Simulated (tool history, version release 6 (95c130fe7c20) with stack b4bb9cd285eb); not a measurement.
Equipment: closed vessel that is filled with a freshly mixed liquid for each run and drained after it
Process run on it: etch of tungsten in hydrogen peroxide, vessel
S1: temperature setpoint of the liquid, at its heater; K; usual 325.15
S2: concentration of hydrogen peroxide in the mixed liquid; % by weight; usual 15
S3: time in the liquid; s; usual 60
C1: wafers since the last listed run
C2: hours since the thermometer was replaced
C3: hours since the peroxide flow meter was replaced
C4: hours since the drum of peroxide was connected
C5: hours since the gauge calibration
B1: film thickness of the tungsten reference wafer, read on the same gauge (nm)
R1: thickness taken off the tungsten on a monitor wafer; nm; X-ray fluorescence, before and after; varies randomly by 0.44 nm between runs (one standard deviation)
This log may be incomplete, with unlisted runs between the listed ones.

run 1 hour=0 | S1=318.65 S2=15 S3=60 | C1=0 C2=515.7 C3=319.2 C4=1140.8 C5=275.8 | B1=79.99 | R1=68.59
run 2 hour=74.8 | S1=318.65 S2=15 S3=60 | C1=7094 C2=590.5 C3=394 C4=1215.6 C5=350.6 | B1=80 | R1=69.44
run 3 hour=110.1 | S1=318.65 S2=15 S3=60 | C1=3348 C2=625.8 C3=429.3 C4=1250.9 C5=385.9 | B1=79.99 | R1=69.08
run 4 hour=136.3 | S1=325.15 S2=15 S3=60 | C1=2485 C2=652 C3=455.5 C4=1277.1 C5=412.1 | B1=79.97 | R1=103.98
-- hour=142.9 thermometer replaced
run 5 hour=160.8 | S1=325.15 S2=15 S3=60 | C1=2228 C2=17.9 C3=480 C4=1301.6 C5=436.6 | B1=80.01 | R1=111.37
-- hour=172.7 peroxide flow meter replaced
-- hour=185.5 new drum of peroxide connected
run 6 hour=186 | S1=325.15 S2=15 S3=60 | C1=2200 C2=43.1 C3=13.3 C4=0.5 C5=461.8 | B1=80.02 | R1=110.88
run 7 hour=213.5 | S1=325.15 S2=15 S3=60 | C1=2608 C2=70.6 C3=40.8 C4=28 C5=489.3 | B1=80 | R1=112.03
run 8 hour=231.3 | S1=318.65 S2=12.5 S3=60 | C1=1688 C2=88.4 C3=58.6 C4=45.8 C5=507.1 | B1=79.98 | R1=69.12
-- hour=256.3 thermometer replaced, repeated, since the last time left the tool worse
run 9 hour=256.8 | S1=318.65 S2=12.5 S3=60 | C1=2323 C2=0.5 C3=84.1 C4=71.3 C5=532.6 | B1=80.03 | R1=59.97
run 10 hour=283.5 | S1=325.15 S2=19 S3=40 | C1=2532 C2=27.2 C3=110.8 C4=98 C5=559.3 | B1=79.98 | R1=72.8
run 11 hour=304.2 | S1=325.15 S2=15 S3=90 | C1=1963 C2=47.9 C3=131.5 C4=118.7 C5=580 | B1=79.98 | R1=147.79
run 12 hour=328.3 | S1=321.15 S2=13.5 S3=90 | C1=2285 C2=72 C3=155.6 C4=142.8 C5=604.1 | B1=80.04 | R1=109.49
-- hour=337 gauge calibrated
run 13 hour=344.9 | S1=325.15 S2=19.5 S3=30 | C1=1574 C2=88.6 C3=172.2 C4=159.4 C5=7.9 | B1=80 | R1=55.99
run 14 hour=358.3 | S1=330.65 S2=19.5 S3=85 | C1=1270 C2=102 C3=185.6 C4=172.8 C5=21.3 | B1=79.96 | R1=220.49
run 15 hour=389.2 | S1=325.15 S2=15 S3=60 | C1=2930 C2=132.9 C3=216.5 C4=203.7 C5=52.2 | B1=80 | R1=99.91

Run 16 is up next; what results do you expect?
run 16 hour=412.4 | S1=325.15 S2=15 S3=60 | C1=2200 C2=156.1 C3=239.7 C4=226.9 C5=75.4 | B1=? | R1=?

B1: 79.98
R1: 98.66 nm
Minus the tool's unlogged condition, the same run would have read R1 95.1 nm.
